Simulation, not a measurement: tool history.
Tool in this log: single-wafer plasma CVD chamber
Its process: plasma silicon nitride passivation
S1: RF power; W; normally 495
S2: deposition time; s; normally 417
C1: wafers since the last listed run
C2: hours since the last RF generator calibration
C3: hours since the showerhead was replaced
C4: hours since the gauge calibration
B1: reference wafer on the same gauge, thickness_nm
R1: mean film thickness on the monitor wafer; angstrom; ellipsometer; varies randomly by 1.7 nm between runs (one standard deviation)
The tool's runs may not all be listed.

run     day   S1   S2   C1      C2      C3      C4       B1       R1
  1   0.000  495  417    0   814.4  4780.3   490.9  756.460  6344.86
  2   2.271  495  417  242   868.9  4834.8   545.4  758.592  6329.09
  3   4.721  495  417  262   927.7  4893.6   604.2  759.312  6334.31
  4   8.942  495  417  451  1029.0  4994.9   705.5  761.011  6363.57
  5  11.838  495  417  309  1098.5  5064.4   775.0  761.443  6368.52
  6  13.642  495  417  193  1141.8  5107.7   818.3  761.634  6388.32
  7  15.479  495  417  196  1185.9  5151.8   862.4  762.400  6368.45
  8  17.054  430  417  168  1223.7  5189.6   900.2  762.697  6172.67
  9  20.171  430  417  333  1298.5  5264.4   975.0  763.173  6107.64
 10  24.600  430  417  473  1404.8  5370.7  1081.3  763.745  6191.31
 11  26.742  460  417  229  1456.2  5422.1  1132.7  764.979  6277.21
 12  29.642  460  417  310  1525.8  5491.7  1202.3  765.593  6287.32
 13  32.175  460  417  271  1586.6  5552.5  1263.1  765.843  6263.17
 14  34.958  470  350  297  1653.4  5619.3  1329.9  766.658  5305.48
 15  38.867  495  417  418  1747.2  5713.1  1423.7  766.619  6415.38
 16  46.062  455  361  769  1919.9  5885.8  1596.4  767.072  5446.10
 17  48.871  415  389  300  1987.3  5953.2  1663.8  767.171  5705.40
     50.629  -- showerhead replaced
 18  52.429  460  417  345  2072.7    43.2  1749.2  767.109  6311.15
     54.346  -- RF generator calibrated
     54.538  -- gauge calibrated
 19  56.583  495  417  408    53.7   142.9    49.1  749.705  6240.27
 20  60.683  495  417  438   152.1   241.3   147.5  752.350  6250.67
 21  63.379  495  417  288   216.8   306.0   212.2  754.861  6313.77
 22  66.312  455  480  313   287.2   376.4   282.6  756.473  7077.16
 23  70.475  550  446  445   387.1   476.3   382.5  758.710  6954.91
 24  72.575  400  363  224   437.5   526.7   432.9  759.925  5245.86
 25  74.096  575  369  162   474.0   563.2   469.4  760.516  5809.14
 26  76.750  450  498  283   537.7   626.9   533.1  760.855  7447.72
 27  78.388  455  497  175   577.0   666.2   572.4  762.383  7387.99

Here are 3 independent what-if runs from the current tool condition. What would each one return?
  A  78.408  495  458   2  577.5  666.7  572.9   ?   ?
  B  78.408  395  487   2  577.5  666.7  572.9   ?   ?
  C  78.408  405  495   2  577.5  666.7  572.9   ?   ?

run       B1       R1
  A  762.653  6970.33
  B  762.653  7012.71
  C  762.653  7170.92
Take away the tool's hidden state, keep each run's random variation, and the runs would have read:
run       R1
  A  6832.21
  B  6873.76
  C  7028.83

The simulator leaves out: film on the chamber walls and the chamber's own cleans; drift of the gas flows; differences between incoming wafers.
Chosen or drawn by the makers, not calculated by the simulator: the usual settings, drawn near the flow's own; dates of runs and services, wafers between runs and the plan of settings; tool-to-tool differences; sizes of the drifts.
